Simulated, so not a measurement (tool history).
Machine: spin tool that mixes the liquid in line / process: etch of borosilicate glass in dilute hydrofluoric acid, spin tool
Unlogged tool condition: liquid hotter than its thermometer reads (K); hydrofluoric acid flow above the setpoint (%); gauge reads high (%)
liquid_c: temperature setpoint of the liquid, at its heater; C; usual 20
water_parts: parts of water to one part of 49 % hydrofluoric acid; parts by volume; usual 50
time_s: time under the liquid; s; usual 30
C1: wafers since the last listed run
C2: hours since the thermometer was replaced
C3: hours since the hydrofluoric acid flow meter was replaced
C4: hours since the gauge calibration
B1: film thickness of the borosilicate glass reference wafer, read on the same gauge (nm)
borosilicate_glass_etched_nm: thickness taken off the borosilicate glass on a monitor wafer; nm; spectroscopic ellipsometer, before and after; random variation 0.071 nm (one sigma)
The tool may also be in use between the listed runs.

{"run": 1, "hour": 0.0, "liquid_c": 20, "water_parts": 50, "time_s": 30, "C1": 0, "C2": 374, "C3": 2338.3, "C4": 427.4, "B1": 70, "borosilicate_glass_etched_nm": 23.48}
{"run": 2, "hour": 12.3, "liquid_c": 20, "water_parts": 50, "time_s": 30, "C1": 107, "C2": 386.3, "C3": 2350.6, "C4": 439.7, "B1": 70, "borosilicate_glass_etched_nm": 23.41}
{"run": 3, "hour": 38.6, "liquid_c": 20, "water_parts": 50, "time_s": 30, "C1": 229, "C2": 412.6, "C3": 2376.9, "C4": 466, "B1": 70.01, "borosilicate_glass_etched_nm": 23.41}
{"run": 4, "hour": 63.6, "liquid_c": 20, "water_parts": 50, "time_s": 30, "C1": 218, "C2": 437.6, "C3": 2401.9, "C4": 491, "B1": 70, "borosilicate_glass_etched_nm": 23.6}
{"run": 5, "hour": 88.0, "liquid_c": 20, "water_parts": 50, "time_s": 30, "C1": 212, "C2": 462, "C3": 2426.3, "C4": 515.4, "B1": 70.01, "borosilicate_glass_etched_nm": 23.51}
{"run": 6, "hour": 118.3, "liquid_c": 20, "water_parts": 50, "time_s": 30, "C1": 264, "C2": 492.3, "C3": 2456.6, "C4": 545.7, "B1": 69.99, "borosilicate_glass_etched_nm": 23.56}
{"run": 7, "hour": 136.3, "liquid_c": 23.5, "water_parts": 50, "time_s": 30, "C1": 157, "C2": 510.3, "C3": 2474.6, "C4": 563.7, "B1": 69.97, "borosilicate_glass_etched_nm": 27.29}
{"run": 8, "hour": 150.6, "liquid_c": 20, "water_parts": 60, "time_s": 30, "C1": 124, "C2": 524.6, "C3": 2488.9, "C4": 578, "B1": 69.99, "borosilicate_glass_etched_nm": 19.59}
{"hour": 176.1, "done": "hydrofluoric acid flow meter replaced"}
{"run": 9, "hour": 178.5, "liquid_c": 17, "water_parts": 50, "time_s": 30, "C1": 234, "C2": 552.5, "C3": 2.4, "C4": 605.9, "B1": 69.99, "borosilicate_glass_etched_nm": 19.8}
{"run": 10, "hour": 201.8, "liquid_c": 20, "water_parts": 35, "time_s": 35, "C1": 203, "C2": 575.8, "C3": 25.7, "C4": 629.2, "B1": 69.99, "borosilicate_glass_etched_nm": 38.25}
{"run": 11, "hour": 224.4, "liquid_c": 20, "water_parts": 50, "time_s": 30, "C1": 197, "C2": 598.4, "C3": 48.3, "C4": 651.8, "B1": 69.99, "borosilicate_glass_etched_nm": 22.69}
{"run": 12, "hour": 252.0, "liquid_c": 20, "water_parts": 35, "time_s": 30, "C1": 240, "C2": 626, "C3": 75.9, "C4": 679.4, "B1": 70.02, "borosilicate_glass_etched_nm": 33.08}
{"hour": 258.0, "done": "thermometer replaced"}
{"run": 13, "hour": 303.0, "liquid_c": 23.5, "water_parts": 50, "time_s": 15, "C1": 436, "C2": 45, "C3": 126.9, "C4": 730.4, "B1": 70, "borosilicate_glass_etched_nm": 12.7}
{"run": 14, "hour": 322.3, "liquid_c": 17, "water_parts": 70, "time_s": 30, "C1": 168, "C2": 64.3, "C3": 146.2, "C4": 749.7, "B1": 69.98, "borosilicate_glass_etched_nm": 13.49}
{"run": 15, "hour": 340.7, "liquid_c": 17, "water_parts": 60, "time_s": 30, "C1": 160, "C2": 82.7, "C3": 164.6, "C4": 768.1, "B1": 69.99, "borosilicate_glass_etched_nm": 15.86}
{"run": 16, "hour": 355.4, "liquid_c": 17, "water_parts": 40, "time_s": 50, "C1": 128, "C2": 97.4, "C3": 179.3, "C4": 782.8, "B1": 70.02, "borosilicate_glass_etched_nm": 40.58}
{"run": 17, "hour": 385.3, "liquid_c": 20, "water_parts": 50, "time_s": 30, "C1": 260, "C2": 127.3, "C3": 209.2, "C4": 812.7, "B1": 70, "borosilicate_glass_etched_nm": 22.06}
{"run": 18, "hour": 405.9, "liquid_c": 17, "water_parts": 40, "time_s": 30, "C1": 179, "C2": 147.9, "C3": 229.8, "C4": 833.3, "B1": 70, "borosilicate_glass_etched_nm": 24.55}
{"run": 19, "hour": 418.5, "liquid_c": 20, "water_parts": 50, "time_s": 15, "C1": 109, "C2": 160.5, "C3": 242.4, "C4": 845.9, "B1": 70.01, "borosilicate_glass_etched_nm": 11.04}
{"run": 20, "hour": 444.1, "liquid_c": 24.5, "water_parts": 30, "time_s": 30, "C1": 223, "C2": 186.1, "C3": 268, "C4": 871.5, "B1": 69.99, "borosilicate_glass_etched_nm": 45.74}
{"run": 21, "hour": 469.3, "liquid_c": 24.5, "water_parts": 65, "time_s": 45, "C1": 219, "C2": 211.3, "C3": 293.2, "C4": 896.7, "B1": 69.99, "borosilicate_glass_etched_nm": 30.29}
{"hour": 476.0, "done": "gauge calibrated"}
{"run": 22, "hour": 498.8, "liquid_c": 22.5, "water_parts": 60, "time_s": 50, "C1": 257, "C2": 240.8, "C3": 322.7, "C4": 22.8, "B1": 70.01, "borosilicate_glass_etched_nm": 34.05}
{"run": 23, "hour": 534.4, "liquid_c": 20, "water_parts": 50, "time_s": 30, "C1": 310, "C2": 276.4, "C3": 358.3, "C4": 58.4, "B1": 70, "borosilicate_glass_etched_nm": 22.35}
{"run": 24, "hour": 548.2, "liquid_c": 24, "water_parts": 50, "time_s": 30, "C1": 120, "C2": 290.2, "C3": 372.1, "C4": 72.2, "B1": 70, "borosilicate_glass_etched_nm": 26.36}
{"run": 25, "hour": 563.8, "liquid_c": 23, "water_parts": 30, "time_s": 20, "C1": 136, "C2": 305.8, "C3": 387.7, "C4": 87.8, "B1": 70.01, "borosilicate_glass_etched_nm": 28.96}
{"run": 26, "hour": 599.2, "liquid_c": 22, "water_parts": 30, "time_s": 20, "C1": 308, "C2": 341.2, "C3": 423.1, "C4": 123.2, "B1": 69.99, "borosilicate_glass_etched_nm": 27.85}
{"run": 27, "hour": 631.3, "liquid_c": 23, "water_parts": 60, "time_s": 45, "C1": 280, "C2": 373.3, "C3": 455.2, "C4": 155.3, "B1": 70.01, "borosilicate_glass_etched_nm": 31.47}
{"run": 28, "hour": 658.5, "liquid_c": 18.5, "water_parts": 60, "time_s": 40, "C1": 237, "C2": 400.5, "C3": 482.4, "C4": 182.5, "B1": 70, "borosilicate_glass_etched_nm": 23.36}
{"run": 29, "hour": 675.9, "liquid_c": 20, "water_parts": 70, "time_s": 30, "C1": 151, "C2": 417.9, "C3": 499.8, "C4": 199.9, "B1": 70, "borosilicate_glass_etched_nm": 15.8}
{"run": 30, "hour": 711.4, "liquid_c": 20, "water_parts": 50, "time_s": 50, "C1": 309, "C2": 453.4, "C3": 535.3, "C4": 235.4, "B1": 69.99, "borosilicate_glass_etched_nm": 37.71}
{"run": 31, "hour": 733.2, "liquid_c": 20, "water_parts": 50, "time_s": 30, "C1": 190, "C2": 475.2, "C3": 557.1, "C4": 257.2, "B1": 69.99, "borosilicate_glass_etched_nm": 22.77}
{"run": 32, "hour": 745.3, "liquid_c": 20, "water_parts": 50, "time_s": 30, "C1": 105, "C2": 487.3, "C3": 569.2, "C4": 269.3, "B1": 69.98, "borosilicate_glass_etched_nm": 22.72}

Alternative continuations, all from the tool just after run 32; predict every row:
{"run": "A", "hour": 745.7, "liquid_c": 20, "water_parts": 50, "time_s": 30, "C1": 3, "C2": 487.7, "C3": 569.6, "C4": 269.7, "B1": "?", "borosilicate_glass_etched_nm": "?"}
{"run": "B", "hour": 745.7, "liquid_c": 23, "water_parts": 50, "time_s": 25, "C1": 3, "C2": 487.7, "C3": 569.6, "C4": 269.7, "B1": "?", "borosilicate_glass_etched_nm": "?"}
{"run": "C", "hour": 745.7, "liquid_c": 20, "water_parts": 25, "time_s": 45, "C1": 3, "C2": 487.7, "C3": 569.6, "C4": 269.7, "B1": "?", "borosilicate_glass_etched_nm": "?"}
{"run": "D", "hour": 745.7, "liquid_c": 17.5, "water_parts": 65, "time_s": 25, "C1": 3, "C2": 487.7, "C3": 569.6, "C4": 269.7, "B1": "?", "borosilicate_glass_etched_nm": "?"}
{"run": "E", "hour": 745.7, "liquid_c": 18, "water_parts": 70, "time_s": 30, "C1": 3, "C2": 487.7, "C3": 569.6, "C4": 269.7, "B1": "?", "borosilicate_glass_etched_nm": "?"}

run=A B1=70 borosilicate_glass_etched_nm=22.79
run=B B1=70 borosilicate_glass_etched_nm=21.53
run=C B1=70 borosilicate_glass_etched_nm=70.49
run=D B1=70 borosilicate_glass_etched_nm=12.91
run=E B1=70 borosilicate_glass_etched_nm=14.62
Without the tool's unlogged condition, the same runs would have read:
run=A borosilicate_glass_etched_nm=21.61
run=B borosilicate_glass_etched_nm=20.43
run=C borosilicate_glass_etched_nm=66.83
run=D borosilicate_glass_etched_nm=12.24
run=E borosilicate_glass_etched_nm=13.86

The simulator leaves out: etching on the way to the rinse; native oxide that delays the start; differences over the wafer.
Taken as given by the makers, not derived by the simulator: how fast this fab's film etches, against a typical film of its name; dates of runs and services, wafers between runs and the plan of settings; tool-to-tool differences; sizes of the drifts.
